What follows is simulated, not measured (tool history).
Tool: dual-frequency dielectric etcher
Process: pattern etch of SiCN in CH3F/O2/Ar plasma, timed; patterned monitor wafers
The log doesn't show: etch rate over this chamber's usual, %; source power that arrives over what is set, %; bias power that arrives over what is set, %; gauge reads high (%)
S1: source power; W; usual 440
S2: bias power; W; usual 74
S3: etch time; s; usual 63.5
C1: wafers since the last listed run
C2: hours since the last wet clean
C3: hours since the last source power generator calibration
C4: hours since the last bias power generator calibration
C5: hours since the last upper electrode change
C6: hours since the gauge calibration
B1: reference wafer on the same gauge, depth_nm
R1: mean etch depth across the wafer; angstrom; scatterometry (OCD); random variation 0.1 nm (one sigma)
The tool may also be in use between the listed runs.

Run 1, hour 0: usual settings but S2 81 W; C1 0; C2 229.6; C3 3370.4; C4 2837.1; C5 3640.5; C6 2.8; B1 28.9. Result: R1 274 angstrom.
Run 2, hour 12.9: usual settings but S2 81 W; C1 111; C2 242.5; C3 3383.3; C4 2850; C5 3653.4; C6 15.7; B1 28.91. Result: R1 275.6 angstrom.
Run 3, hour 21.1: usual settings but S2 81 W; C1 71; C2 250.7; C3 3391.5; C4 2858.2; C5 3661.6; C6 23.9; B1 28.89. Result: R1 276.9 angstrom.
Run 4, hour 34.9: usual settings but S2 60 W; C1 119; C2 264.5; C3 3405.3; C4 2872; C5 3675.4; C6 37.7; B1 28.9. Result: R1 240.5 angstrom.
Run 5, hour 44.4: usual settings; C1 82; C2 274; C3 3414.8; C4 2881.5; C5 3684.9; C6 47.2; B1 28.89. Result: R1 266.7 angstrom.
Run 6, hour 62.1: usual settings; C1 153; C2 291.7; C3 3432.5; C4 2899.2; C5 3702.6; C6 64.9; B1 28.9. Result: R1 265.9 angstrom.
Run 7, hour 76.2: usual settings; C1 122; C2 305.8; C3 3446.6; C4 2913.3; C5 3716.7; C6 79; B1 28.94. Result: R1 264.7 angstrom.
Run 8, hour 89: usual settings but S3 59.5 s; C1 110; C2 318.6; C3 3459.4; C4 2926.1; C5 3729.5; C6 91.8; B1 28.9. Result: R1 249.7 angstrom.
At hour 115.7: upper electrode replaced.
Run 9, hour 116.2: usual settings but S3 59.5 s; C1 27; C2 345.8; C3 3486.6; C4 2953.3; C5 0.5; C6 119; B1 28.91. Result: R1 250.4 angstrom.
Run 10, hour 116.6: usual settings but S2 67 W, S3 53.5 s; C1 0; C2 346.2; C3 3487; C4 2953.7; C5 0.9; C6 119.4; B1 28.89. Result: R1 214.2 angstrom.
At hour 140.3: wet clean of the chamber.
Run 11, hour 140.8: usual settings but S2 67 W, S3 53.5 s; C1 4; C2 0.5; C3 3511.2; C4 2977.9; C5 25.1; C6 143.6; B1 28.9. Result: R1 206.3 angstrom.
At hour 153.7: source power generator calibrated.
Run 12, hour 154.2: usual settings but S1 360 W, S2 88 W; C1 81; C2 13.9; C3 0.5; C4 2991.3; C5 38.5; C6 157; B1 28.91. Result: R1 254 angstrom.
Run 13, hour 161.1: usual settings but S2 65 W, S3 75 s; C1 59; C2 20.8; C3 7.4; C4 2998.2; C5 45.4; C6 163.9; B1 28.91. Result: R1 287.1 angstrom.
Run 14, hour 172.5: usual settings; C1 98; C2 32.2; C3 18.8; C4 3009.6; C5 56.8; C6 175.3; B1 28.91. Result: R1 257.1 angstrom.
At hour 172.8: gauge calibrated.
Run 15, hour 180.4: usual settings but S2 80 W, S3 57 s; C1 68; C2 40.1; C3 26.7; C4 3017.5; C5 64.7; C6 7.6; B1 28.91. Result: R1 238.6 angstrom.
Run 16, hour 196.2: usual settings but S1 340 W, S2 64 W, S3 75.5 s; C1 136; C2 55.9; C3 42.5; C4 3033.3; C5 80.5; C6 23.4; B1 28.93. Result: R1 257.2 angstrom.
At hour 202.8: bias power generator calibrated.
Run 17, hour 207.6: usual settings but S1 500 W, S2 66 W, S3 82.5 s; C1 64; C2 67.3; C3 53.9; C4 4.8; C5 91.9; C6 34.8; B1 28.88. Result: R1 336.4 angstrom.
Run 18, hour 224.7: usual settings but S1 540 W, S2 64 W, S3 52 s; C1 148; C2 84.4; C3 71; C4 21.9; C5 109; C6 51.9; B1 28.9. Result: R1 218 angstrom.
Run 19, hour 240.7: usual settings but S1 400 W, S2 60 W, S3 48.5 s; C1 138; C2 100.4; C3 87; C4 37.9; C5 125; C6 67.9; B1 28.91. Result: R1 172.9 angstrom.
Run 20, hour 258.7: usual settings; C1 155; C2 118.4; C3 105; C4 55.9; C5 143; C6 85.9; B1 28.91. Result: R1 260.5 angstrom.
Run 21, hour 265.5: usual settings but S1 360 W, S2 64 W; C1 58; C2 125.2; C3 111.8; C4 62.7; C5 149.8; C6 92.7; B1 28.87. Result: R1 222.6 angstrom.
Run 22, hour 281.9: usual settings but S1 380 W, S3 45 s; C1 142; C2 141.6; C3 128.2; C4 79.1; C5 166.2; C6 109.1; B1 28.89. Result: R1 174.3 angstrom.

Forecast each of these 3 alternatives for the next run:
Run A, hour 282.3: usual settings; C1 3; C2 142; C3 128.6; C4 79.5; C5 166.6; C6 109.5; B1 ?. Result: R1 ?.
Run B, hour 282.3: usual settings but S1 370 W, S2 62 W, S3 58.5 s; C1 3; C2 142; C3 128.6; C4 79.5; C5 166.6; C6 109.5; B1 ?. Result: R1 ?.
Run C, hour 282.3: usual settings but S1 520 W; C1 3; C2 142; C3 128.6; C4 79.5; C5 166.6; C6 109.5; B1 ?. Result: R1 ?.

run    B1     R1
  A  28.9  260.5
  B  28.9  205.3
  C  28.9  279.6
Without the tool's hidden state the same runs would have given:
run     R1
  A    256
  B  201.7
  C  274.8
